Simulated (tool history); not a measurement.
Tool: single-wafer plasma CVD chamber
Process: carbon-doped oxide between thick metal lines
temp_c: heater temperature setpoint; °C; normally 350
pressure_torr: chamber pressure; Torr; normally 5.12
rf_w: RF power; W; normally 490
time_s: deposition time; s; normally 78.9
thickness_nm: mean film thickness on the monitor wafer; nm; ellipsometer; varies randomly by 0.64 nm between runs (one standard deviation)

run   hour  temp_c  pressure_torr  rf_w  time_s  wafers since the last listed run  hours since the last thermocouple change  hours since the last RF generator calibration  hours since the last manometer calibration  hours since the showerhead was replaced  hours since the gauge calibration  read-back reference wafer on the same gauge, thickness_nm  thickness_nm
  1    0.0     362           5.12   490    78.9                                 0                                    1925.7                                          499.5                                      1257.7                                   7130.1                              696.2                                                    290.939       343.437
  2   54.5     362           5.12   490    78.9                               827                                    1980.2                                          554.0                                      1312.2                                   7184.6                              750.7                                                    291.010       343.639
  3  109.6     362           5.12   490    78.9                               836                                    2035.3                                          609.1                                      1367.3                                   7239.7                              805.8                                                    290.935       343.852
  4  157.3     350           4.28   520    78.9                               724                                    2083.0                                          656.8                                      1415.0                                   7287.4                              853.5                                                    290.991       358.555
  5  210.0     350           4.28   520    78.9                               800                                    2135.7                                          709.5                                      1467.7                                   7340.1                              906.2                                                    290.989       359.406
  6  277.3     350           4.28   520    78.9                              1021                                    2203.0                                          776.8                                      1535.0                                   7407.4                              973.5                                                    291.046       359.806
     290.4  -- gauge calibrated
  7  341.2     350           5.12   490    78.9                               970                                    2266.9                                          840.7                                      1598.9                                   7471.3                               50.8                                                    291.013       356.564
     355.3  -- thermocouple changed; heater temperature recalibrated
     367.3  -- RF generator calibrated
     367.3  -- showerhead replaced
  8  406.4     350           4.80   490    78.9                               746                                      51.1                                           39.1                                      1664.1                                     39.1                              116.0                                                    291.011       346.140
     428.4  -- capacitance manometer re-zeroed and calibrated
  9  532.3     350           5.12   490    78.9                              1790                                     177.0                                          165.0                                       103.9                                    165.0                              241.9                                                    291.155       355.354
 10  590.8     350           5.12   490    78.9                               888                                     235.5                                          223.5                                       162.4                                    223.5                              300.4                                                    291.120       353.822
 11  618.7     350           5.12   445    64.5                               423                                     263.4                                          251.4                                       190.3                                    251.4                              328.3                                                    291.015       271.294
 12  645.1     350           5.12   490    78.9                               400                                     289.8                                          277.8                                       216.7                                    277.8                              354.7                                                    290.989       354.982
 13  682.6     365           5.12   490    78.9                               569                                     327.3                                          315.3                                       254.2                                    315.3                              392.2                                                    291.036       340.198
 14  712.0     350           4.16   420    73.5                               446                                     356.7                                          344.7                                       283.6                                    344.7                              421.6                                                    291.054       283.413
 15  765.6     350           5.84   455    78.9                               813                                     410.3                                          398.3                                       337.2                                    398.3                              475.2                                                    291.098       344.099
 16  817.4     350           4.65   490    85.4                               786                                     462.1                                          450.1                                       389.0                                    450.1                              527.0                                                    290.949       375.988
 17  885.8     343           5.12   490    78.9                              1038                                     530.5                                          518.5                                       457.4                                    518.5                              595.4                                                    291.000       360.423
 18  925.7     338           4.25   400    92.8                               605                                     570.4                                          558.4                                       497.3                                    558.4                              635.3                                                    291.059       356.108

Each row is a separate what-if for the run after 18, all from the same tool condition, not one after another. Results?
  A  926.1     342           5.12   490    78.9                                 6                                     570.8                                          558.8                                       497.7                                    558.8                              635.7                                                          ?             ?
  B  926.1     350           6.27   490    78.9                                 6                                     570.8                                          558.8                                       497.7                                    558.8                              635.7                                                          ?             ?
  C  926.1     350           5.12   490    67.8                                 6                                     570.8                                          558.8                                       497.7                                    558.8                              635.7                                                          ?             ?
  D  926.1     362           5.12   540    78.9                                 6                                     570.8                                          558.8                                       497.7                                    558.8                              635.7                                                          ?             ?
  E  926.1     350           5.12   395    78.9                                 6                                     570.8                                          558.8                                       497.7                                    558.8                              635.7                                                          ?             ?

run  read-back reference wafer on the same gauge, thickness_nm  thickness_nm
  A                                                    291.047       362.442
  B                                                    291.047       365.943
  C                                                    291.047       304.220
  D                                                    291.047       365.112
  E                                                    291.047       300.125
Without the tool's hidden state the same runs would have given:
run  thickness_nm
  A       365.544
  B       368.043
  C       306.836
  D       368.333
  E       302.706
